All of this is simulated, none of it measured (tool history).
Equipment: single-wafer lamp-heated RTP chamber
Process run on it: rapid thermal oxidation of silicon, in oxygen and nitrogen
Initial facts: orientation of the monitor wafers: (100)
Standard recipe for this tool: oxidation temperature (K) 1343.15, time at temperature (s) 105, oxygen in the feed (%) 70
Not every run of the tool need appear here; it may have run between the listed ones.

run,hour,oxidation temperature (K),time at temperature (s),oxygen in the feed (%),wafers since the last listed run,wafers since the last pyrometer calibration,hours since the oxygen flow controller was replaced,hours since the gauge calibration,"read-back reference wafer on the same gauge, thickness",oxide thickness on the monitor wafer (angstrom)
1,0.0,1343.15,105,70,0,1249,6517.2,220.6,13.310,114.46
2,17.9,1343.15,105,63,183,1433,6535.1,238.5,13.295,110.95
3,35.8,1343.15,105,63,183,1617,6553.0,256.4,13.288,110.76
4,57.6,1343.15,105,89,223,1841,6574.8,278.2,13.287,126.27
5,65.9,1343.15,105,70,85,1926,6583.1,286.5,13.313,115.14
# hour 76.3: pyrometer window cleaned and pyrometer calibrated
6,82.2,1343.15,105,70,85,60,6599.4,302.8,13.304,113.60
7,99.6,1343.15,105,70,178,238,6616.8,320.2,13.290,113.99
8,111.8,1343.15,105,81,125,364,6629.0,332.4,13.304,119.43
9,123.8,1343.15,105,81,123,487,6641.0,344.4,13.290,119.71
10,141.3,1343.15,105,81,179,667,6658.5,361.9,13.315,120.29
11,160.9,1324.15,105,83,201,868,6678.1,381.5,13.312,106.77
# hour 174.7: gauge calibrated
12,175.5,1324.15,105,83,149,1018,6692.7,0.8,13.320,106.80
13,191.1,1324.15,105,83,160,1178,6708.3,16.4,13.310,107.21
14,208.8,1343.15,105,70,181,1360,6726.0,34.1,13.304,114.48
15,224.4,1343.15,105,70,160,1520,6741.6,49.7,13.305,114.93
16,237.6,1343.15,105,70,135,1655,6754.8,62.9,13.292,115.07
17,249.5,1326.15,105,82,122,1778,6766.7,74.8,13.304,108.35
# hour 265.1: oxygen flow controller replaced
18,265.6,1326.15,105,82,83,1861,0.5,90.9,13.299,108.38
19,271.6,1343.15,131,42,61,1922,6.5,96.9,13.315,106.33
20,285.9,1343.15,105,46,146,2069,20.8,111.2,13.307,98.91
21,309.9,1335.15,105,70,246,2316,44.8,135.2,13.311,108.93
22,324.8,1363.15,68,70,152,2469,59.7,150.1,13.311,108.32
# hour 332.9: pyrometer window cleaned and pyrometer calibrated
23,336.5,1343.15,105,88,37,36,71.4,161.8,13.300,124.11
24,343.2,1343.15,105,70,68,105,78.1,168.5,13.290,114.55
25,349.6,1351.15,123,86,65,171,84.5,174.9,13.294,139.83
26,367.2,1367.15,87,50,180,351,102.1,192.5,13.298,108.43
27,381.6,1355.15,74,60,147,499,116.5,206.9,13.291,99.50
28,390.6,1343.15,105,70,92,592,125.5,215.9,13.278,114.77
29,398.8,1324.15,105,83,84,676,133.7,224.1,13.302,107.62
30,415.8,1332.15,105,43,174,850,150.7,241.1,13.304,89.36
31,432.3,1330.15,133,91,169,1020,167.2,257.6,13.316,130.00
32,449.3,1343.15,105,70,174,1194,184.2,274.6,13.304,115.02
33,461.0,1343.15,105,70,120,1314,195.9,286.3,13.304,115.61
34,469.4,1351.15,105,70,86,1401,204.3,294.7,13.304,121.19
35,485.7,1343.15,105,70,167,1568,220.6,311.0,13.287,115.92
36,497.8,1351.15,127,70,124,1692,232.7,323.1,13.300,132.57
37,504.2,1371.15,105,70,65,1758,239.1,329.5,13.311,138.53
38,519.9,1314.15,105,55,161,1919,254.8,345.2,13.299,86.94
39,530.6,1343.15,105,70,109,2029,265.5,355.9,13.285,115.92

What if the next run were any one of these 3? Each begins from the tool's condition after run 39:
A,531.0,1343.15,105,97,4,2033,265.9,356.3,?,?
B,531.0,1343.15,143,70,4,2033,265.9,356.3,?,?
C,531.0,1322.15,128,82,4,2033,265.9,356.3,?,?

run,"read-back reference wafer on the same gauge, thickness",oxide thickness on the monitor wafer (angstrom)
A,13.298,130.34
B,13.298,133.55
C,13.298,116.58
Take away the tool's hidden state, keep each run's random variation, and the runs would have read:
run,oxide thickness on the monitor wafer (angstrom)
A,127.81
B,130.95
C,114.23

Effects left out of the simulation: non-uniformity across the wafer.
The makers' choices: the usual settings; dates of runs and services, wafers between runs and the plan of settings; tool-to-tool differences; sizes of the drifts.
